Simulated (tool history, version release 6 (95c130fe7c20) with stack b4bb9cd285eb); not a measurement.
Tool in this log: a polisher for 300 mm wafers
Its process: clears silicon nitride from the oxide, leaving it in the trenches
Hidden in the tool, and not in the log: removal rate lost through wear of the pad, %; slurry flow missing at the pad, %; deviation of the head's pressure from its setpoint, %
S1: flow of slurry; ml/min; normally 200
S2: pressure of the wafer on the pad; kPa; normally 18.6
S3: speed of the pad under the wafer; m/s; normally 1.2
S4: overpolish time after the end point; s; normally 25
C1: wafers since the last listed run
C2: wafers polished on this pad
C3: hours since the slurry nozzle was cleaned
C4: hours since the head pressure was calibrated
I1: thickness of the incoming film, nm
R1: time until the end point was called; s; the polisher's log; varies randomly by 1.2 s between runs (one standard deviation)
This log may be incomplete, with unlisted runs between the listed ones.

run,hour,S1,S2,S3,S4,C1,C2,C3,C4,I1,R1
1,0,200,18.6,0.98,25,0,432,545.6,611.6,98.8,127.7
2,7.5,200,18.6,0.98,25,32,464,553.1,619.1,99.4,130.6
# hour 14.1: worn pad replaced by a new one
3,14.6,220,18.6,1.2,25,13,2,560.2,626.2,100.1,108.4
4,22.1,220,18.6,1.2,25,32,34,567.7,633.7,98.4,104.9
5,38.9,220,18.6,1.2,25,72,106,584.5,650.5,98.9,105.9
6,46.7,200,18.6,1.2,18,33,139,592.3,658.3,100.5,107.6
7,53.8,200,18.6,1.2,18,30,170,599.4,665.4,99.8,105.9
8,61.4,200,18.6,1.2,18,32,202,607,673,100.1,106.3
9,70.6,185,18.6,1.2,25,39,242,616.2,682.2,101.8,113
10,80.1,185,18.6,1.2,25,40,282,625.7,691.7,101.5,109.1
11,108.5,185,18.6,1.2,25,121,404,654.1,720.1,99.9,109.4
12,122.2,200,18.6,1.2,29,58,463,667.8,733.8,99.7,106.5
# hour 134.4: worn pad replaced by a new one
13,134.9,200,18.6,1.48,20,37,1,680.5,746.5,100.9,86.7
14,138.7,200,18.6,1.2,25,16,18,684.3,750.3,99.5,107
15,149.8,200,18.6,1.2,25,47,65,695.4,761.4,100.1,111
# hour 158: head pressure recalibrated
16,159.4,225,13.8,1.2,25,32,98,705,1.4,98.4,141.8
17,166.6,240,22.1,0.82,25,30,129,712.2,8.6,98.8,129.1
18,179.4,200,18.6,1.06,31,54,184,725,21.4,98.6,122
19,195.6,200,21.4,1.2,18,69,253,741.2,37.6,100.4,93.8
# hour 210: slurry nozzle cleaned
# hour 240.9: worn pad replaced by a new one
20,241.4,200,18.6,1.52,33,174,2,31.4,83.4,98.4,83
21,251.5,260,14.5,0.94,15,43,45,41.5,93.5,99.3,167
22,265.3,200,18.6,1.2,11,59,104,55.3,107.3,99.6,108.8
23,272.3,200,18.6,1.2,11,30,134,62.3,114.3,100.6,109.4
24,284.5,200,18.6,1.32,19,52,187,74.5,126.5,100,96.4
25,294.8,200,18.6,1.2,25,44,231,84.8,136.8,100.9,108.9
26,304.8,200,20,1.42,20,42,274,94.8,146.8,99.4,85.1
27,320.1,200,18.6,1.2,25,65,339,110.1,162.1,98.3,106
28,326.9,200,18.6,1.2,25,29,368,116.9,168.9,99.5,108.7
29,334,200,24.1,1.2,11,30,399,124,176,99.5,81.6
# hour 354.5: worn pad replaced by a new one
30,355,200,18.6,1.2,25,72,2,145,197,99.8,108.5

Give the tool's hidden conditions for every run:
removal rate lost through wear of the pad, %: 0 across all the runs
slurry flow missing at the pad, %: 0 across all the runs
deviation of the head's pressure from its setpoint, %: 0 across all the runs
